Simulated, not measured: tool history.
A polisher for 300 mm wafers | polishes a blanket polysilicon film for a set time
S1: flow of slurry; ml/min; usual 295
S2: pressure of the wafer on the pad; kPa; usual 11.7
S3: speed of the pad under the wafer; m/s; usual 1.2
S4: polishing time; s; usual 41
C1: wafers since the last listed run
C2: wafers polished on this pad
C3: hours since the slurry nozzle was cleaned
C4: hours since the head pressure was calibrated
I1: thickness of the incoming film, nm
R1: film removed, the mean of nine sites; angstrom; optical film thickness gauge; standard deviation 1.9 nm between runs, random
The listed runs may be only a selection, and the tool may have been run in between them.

| run | hour | S1 | S2 | S3 | S4 | C1 | C2 | C3 | C4 | I1 | R1 |
|---|---|---|---|---|---|---|---|---|---|---|---|
| 1 | 0 | 245 | 11.7 | 0.96 | 41 | 0 | 851 | 236.5 | 896.7 | 1238.1 | 2151 |
| 2 | 27 | 245 | 11.7 | 0.96 | 41 | 347 | 1199 | 263.5 | 923.7 | 1218.3 | 2190 |
| 3 | 88.5 | 245 | 11.7 | 0.96 | 41 | 791 | 1991 | 325 | 985.2 | 1234.4 | 2205 |
|  | 125 | worn pad replaced by a new one |
| 4 | 153.2 | 295 | 11.7 | 1.2 | 41 | 781 | 363 | 389.7 | 1049.9 | 1217.3 | 2661 |
| 5 | 243.2 | 295 | 11.7 | 1.2 | 41 | 1159 | 1522 | 479.7 | 1139.9 | 1228.4 | 2679 |
|  | 302 | worn pad replaced by a new one |
| 6 | 304.5 | 295 | 11.7 | 1.2 | 51 | 737 | 31 | 541 | 1201.2 | 1216.7 | 3345 |
| 7 | 372.1 | 295 | 11.7 | 1.2 | 41 | 870 | 902 | 608.6 | 1268.8 | 1232.1 | 2712 |
| 8 | 443.3 | 295 | 11.7 | 1.2 | 41 | 916 | 1819 | 679.8 | 1340 | 1227.2 | 2713 |
|  | 470.2 | worn pad replaced by a new one |
| 9 | 504 | 195 | 11.7 | 1.2 | 45 | 730 | 435 | 740.5 | 1400.7 | 1217 | 2826 |
| 10 | 552.9 | 225 | 9.7 | 1.08 | 36 | 629 | 1065 | 789.4 | 1449.6 | 1248.7 | 1890 |
|  | 579.3 | head pressure recalibrated |
|  | 669.5 | worn pad replaced by a new one |
| 11 | 684.4 | 370 | 14.5 | 0.98 | 37 | 1616 | 191 | 920.9 | 105.1 | 1234.9 | 2353 |
|  | 686.8 | slurry nozzle cleaned |
| 12 | 723.1 | 295 | 11.7 | 1.2 | 41 | 485 | 676 | 36.3 | 143.8 | 1237.4 | 2592 |
| 13 | 772.9 | 325 | 11.7 | 1.2 | 30 | 641 | 1318 | 86.1 | 193.6 | 1237.6 | 1876 |
| 14 | 821.2 | 295 | 13.1 | 1.2 | 41 | 622 | 1940 | 134.4 | 241.9 | 1228.7 | 2727 |
|  | 888 | worn pad replaced by a new one |
| 15 | 888.5 | 295 | 15.2 | 0.88 | 49 | 815 | 5 | 201.7 | 309.2 | 1256.2 | 2932 |
| 16 | 953.9 | 295 | 11.7 | 1.2 | 46 | 842 | 848 | 267.1 | 374.6 | 1231.4 | 2901 |

3 options for the next run, each taken on its own from the tool as it stands now. Forecast them:
| A | 954.3 | 295 | 11.7 | 1.2 | 41 | 5 | 853 | 267.5 | 375 | 1246 | ? |
| B | 954.3 | 295 | 7.6 | 0.8 | 41 | 5 | 853 | 267.5 | 375 | 1246 | ? |
| C | 954.3 | 345 | 13.1 | 1.2 | 41 | 5 | 853 | 267.5 | 375 | 1246 | ? |

| run | R1 |
|---|---|
| A | 2575 |
| B | 1450 |
| C | 2824 |
Without the tool's hidden state the same runs would have given:
| run | R1 |
|---|---|
| A | 2548 |
| B | 1435 |
| C | 2795 |
